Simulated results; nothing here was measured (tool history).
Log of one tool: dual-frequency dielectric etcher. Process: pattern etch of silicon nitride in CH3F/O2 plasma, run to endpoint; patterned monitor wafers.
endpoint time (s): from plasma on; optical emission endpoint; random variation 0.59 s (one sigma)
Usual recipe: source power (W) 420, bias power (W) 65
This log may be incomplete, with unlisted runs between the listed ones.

run	hour	source power (W)	bias power (W)	wafers since the last listed run	hours since the last wet clean	hours since the last source power generator calibration	hours since the last bias power generator calibration	hours since the last upper electrode change	incoming incoming film thickness, nm	endpoint time (s)
1	0.0	420	65	0	149.9	3682.7	4386.9	3701.5	73.2	87.3
2	28.2	420	65	221	178.1	3710.9	4415.1	3729.7	73.8	88.0
# hour 172.1: wet clean of the chamber
3	184.1	440	65	1034	12.0	3866.8	4571.0	3885.6	73.5	89.1
4	238.9	440	65	429	66.8	3921.6	4625.8	3940.4	73.3	86.5
5	281.9	440	65	337	109.8	3964.6	4668.8	3983.4	73.7	87.3
6	321.4	420	65	309	149.3	4004.1	4708.3	4022.9	73.9	87.9
7	375.4	420	65	423	203.3	4058.1	4762.3	4076.9	73.2	87.0
8	404.5	420	65	228	232.4	4087.2	4791.4	4106.0	73.5	86.0
9	443.5	370	65	305	271.4	4126.2	4830.4	4145.0	73.1	88.7
10	471.1	370	65	216	299.0	4153.8	4858.0	4172.6	72.8	89.7
# hour 483.5: source power generator calibrated
# hour 499.9: wet clean of the chamber
# hour 500.0: upper electrode replaced
11	500.4	420	75	68	0.5	16.9	4887.3	0.4	73.2	86.7
12	550.5	420	65	392	50.6	67.0	4937.4	50.5	72.8	86.9
13	594.0	420	65	341	94.1	110.5	4980.9	94.0	72.9	87.6
14	622.0	450	65	219	122.1	138.5	5008.9	122.0	73.5	86.1
15	646.6	340	65	192	146.7	163.1	5033.5	146.6	72.9	93.1
16	702.8	420	65	440	202.9	219.3	5089.7	202.8	73.7	87.1
# hour 727.9: bias power generator calibrated
17	754.8	520	60	376	254.9	271.3	26.9	254.8	73.4	80.4
18	822.5	420	72	530	322.6	339.0	94.6	322.5	73.8	84.5
# hour 857.8: wet clean of the chamber
19	872.9	330	76	207	15.1	389.4	145.0	372.9	73.4	95.7
20	911.4	420	65	301	53.6	427.9	183.5	411.4	73.2	89.9
21	941.9	470	53	239	84.1	458.4	214.0	441.9	73.2	87.8
22	983.8	330	60	328	126.0	500.3	255.9	483.8	73.0	97.8
23	1026.7	420	80	336	168.9	543.2	298.8	526.7	73.3	84.8
24	1072.1	420	65	356	214.3	588.6	344.2	572.1	73.1	87.3
25	1110.6	450	50	301	252.8	627.1	382.7	610.6	73.5	89.2
26	1164.9	390	71	425	307.1	681.4	437.0	664.9	72.9	86.5
27	1204.0	510	65	306	346.2	720.5	476.1	704.0	72.8	79.6

Hidden state or all else? Some run-to-run changes of endpoint time (s), split into what the settings, what came in and random variation would give without the hidden state, and what is left for the hidden state (with any gauge scatter that isn't in both results):
The hidden state here: etch rate over this chamber's usual, %; source power that arrives over what is set, %; bias power that arrives over what is set, %.
Run 10 -> 11: source power (W) 370 -> 420, bias power (W) 65 -> 75, source power generator calibrated, wet clean of the chamber, upper electrode replaced. endpoint time (s) -3.0: hidden state +3.2, all else -6.2.
Run 18 -> 19: source power (W) 420 -> 330, bias power (W) 72 -> 76, wet clean of the chamber. endpoint time (s) +11.2: hidden state +5.1, all else +6.1.
Run 22 -> 23: source power (W) 330 -> 420, bias power (W) 60 -> 80. endpoint time (s) -13.0: hidden state -0.4, all else -12.6.

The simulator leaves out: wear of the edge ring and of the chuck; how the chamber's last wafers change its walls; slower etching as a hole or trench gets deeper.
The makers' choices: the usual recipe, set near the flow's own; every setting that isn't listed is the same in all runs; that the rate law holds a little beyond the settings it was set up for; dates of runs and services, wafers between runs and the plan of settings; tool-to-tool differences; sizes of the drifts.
